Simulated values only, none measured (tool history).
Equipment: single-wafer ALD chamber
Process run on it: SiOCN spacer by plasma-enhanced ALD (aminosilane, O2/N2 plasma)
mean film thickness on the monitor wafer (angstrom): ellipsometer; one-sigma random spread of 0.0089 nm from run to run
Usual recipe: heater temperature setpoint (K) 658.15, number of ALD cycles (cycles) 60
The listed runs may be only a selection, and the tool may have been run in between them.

| run | hour | heater temperature setpoint (K) | number of ALD cycles (cycles) | read-back reference wafer on the same gauge, thickness_nm | mean film thickness on the monitor wafer (angstrom) |
|---|---|---|---|---|---|
| 1 | 0.0 | 658.15 | 53 | 3.200 | 31.62 |
| 2 | 39.2 | 658.15 | 60 | 3.199 | 35.73 |
| 3 | 107.7 | 658.15 | 55 | 3.199 | 32.63 |
| 4 | 314.0 | 658.15 | 55 | 3.195 | 32.80 |
| 5 | 366.5 | 658.15 | 55 | 3.198 | 32.65 |
| 6 | 421.0 | 658.15 | 60 | 3.197 | 35.66 |
| 7 | 561.7 | 658.15 | 60 | 3.201 | 35.70 |
| 8 | 599.3 | 658.15 | 60 | 3.205 | 35.86 |
| 9 | 663.5 | 658.15 | 60 | 3.198 | 35.52 |
| 10 | 713.4 | 661.15 | 60 | 3.201 | 35.80 |
| 11 | 759.2 | 661.15 | 60 | 3.197 | 35.58 |
|  | 767.5 | gauge calibrated |
| 12 | 786.2 | 658.15 | 60 | 3.199 | 35.55 |
| 13 | 818.8 | 658.15 | 60 | 3.203 | 35.73 |
| 14 | 857.6 | 658.15 | 60 | 3.198 | 35.64 |
| 15 | 903.2 | 658.15 | 60 | 3.200 | 35.66 |
| 16 | 945.8 | 658.15 | 60 | 3.203 | 35.77 |
| 17 | 1011.7 | 658.15 | 60 | 3.202 | 35.67 |
| 18 | 1068.8 | 658.15 | 60 | 3.202 | 35.80 |
| 19 | 1132.2 | 653.15 | 67 | 3.197 | 39.83 |
| 20 | 1191.9 | 658.15 | 60 | 3.199 | 35.51 |
| 21 | 1244.8 | 658.15 | 60 | 3.201 | 35.71 |
| 22 | 1309.5 | 658.15 | 67 | 3.202 | 39.82 |
| 23 | 1375.9 | 662.15 | 63 | 3.203 | 37.32 |
| 24 | 1447.8 | 668.15 | 70 | 3.199 | 41.53 |
|  | 1480.6 | thermocouple changed; heater temperature recalibrated |
| 25 | 1507.7 | 658.15 | 65 | 3.199 | 38.68 |
| 26 | 1568.5 | 658.15 | 60 | 3.199 | 35.68 |
| 27 | 1637.9 | 672.15 | 54 | 3.199 | 31.85 |
| 28 | 1663.0 | 673.15 | 53 | 3.203 | 31.23 |
| 29 | 1707.5 | 658.15 | 49 | 3.198 | 29.13 |
| 30 | 1772.5 | 658.15 | 53 | 3.199 | 31.51 |
| 31 | 1808.6 | 651.15 | 64 | 3.201 | 38.02 |
| 32 | 1852.5 | 643.15 | 64 | 3.199 | 38.20 |
| 33 | 1879.1 | 669.15 | 60 | 3.199 | 35.54 |

The tool's hidden state at each run:
wafer temperature above the value expected at the setpoint (K): 0 at every run
gauge reads high (%): 0 at every run
